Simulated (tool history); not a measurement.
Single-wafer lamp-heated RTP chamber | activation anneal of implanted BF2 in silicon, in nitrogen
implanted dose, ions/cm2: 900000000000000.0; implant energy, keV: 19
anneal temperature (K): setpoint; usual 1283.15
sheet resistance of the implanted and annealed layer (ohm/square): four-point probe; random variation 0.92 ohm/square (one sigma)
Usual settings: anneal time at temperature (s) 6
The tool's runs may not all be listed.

run	hour	anneal temperature (K)	anneal time at temperature (s)	read-back reference wafer on the same gauge, sheet resistance	sheet resistance of the implanted and annealed layer (ohm/square)
1	0	1283.15	6	257.16	229.51
2	65.7	1283.15	6	257.17	226.16
3	96.4	1283.15	6	257	225.29
4	121.4	1283.15	6	257.32	221.43
5	162.6	1290.15	3	256.37	226.16
# hour 180.9: pyrometer window cleaned and pyrometer calibrated
6	225.1	1283.15	6	256.88	229.05
7	289.7	1283.15	6	256.68	228.73
8	317.6	1283.15	6	256.45	228.07
9	352.4	1283.15	6	256.75	227.05
10	449.8	1283.15	6	256.94	222.22
# hour 476.2: reflector plate cleaned
11	478.5	1283.15	7	256.72	217.61
# hour 494.9: pyrometer window cleaned and pyrometer calibrated
12	519.1	1283.15	6	257.16	228.37
13	565.8	1283.15	6	256.7	231.42
14	601.7	1283.15	6	257.01	228.86
15	659	1283.15	6	257	227.29
# hour 677.7: gauge calibrated
# hour 762.7: pyrometer window cleaned and pyrometer calibrated
16	825.5	1283.15	6	256.93	230.06
17	880.2	1283.15	6	256.64	230.58
18	905.7	1266.15	3	256.63	260.24
# hour 951.3: reflector plate cleaned
19	971.9	1260.15	3	257.07	267.02
# hour 1035.2: pyrometer window cleaned and pyrometer calibrated
20	1035.7	1309.15	6	257.04	202.07
21	1092.3	1300.15	6	257.16	211.12
22	1154.1	1283.15	8	257.02	221.33
23	1195.9	1283.15	6	256.97	226.04
24	1276.4	1262.15	3	256.54	260.05
25	1321	1273.15	5	256.8	237.8
26	1346.1	1283.15	6	257.09	220.52
# hour 1374.3: pyrometer window cleaned and pyrometer calibrated
27	1394.5	1294.15	9	257.14	207.13
28	1448.6	1312.15	10	256.45	186.83
29	1473.7	1283.15	6	256.37	228.23
30	1505.9	1268.15	4	256.99	252.67

4 ways to go on from here, each from the tool as it stands after run 30. What would each give?
A	1506.3	1283.15	6	?	?
B	1506.3	1283.15	3	?	?
C	1506.3	1269.15	7	?	?
D	1506.3	1283.15	9	?	?

run	read-back reference wafer on the same gauge, sheet resistance	sheet resistance of the implanted and annealed layer (ohm/square)
A	257.06	229.4
B	257.06	241.94
C	257.06	243
D	257.06	220.13
Without the tool's hidden state the same runs would have given:
run	sheet resistance of the implanted and annealed layer (ohm/square)
A	232.65
B	245.03
C	246.69
D	223.43
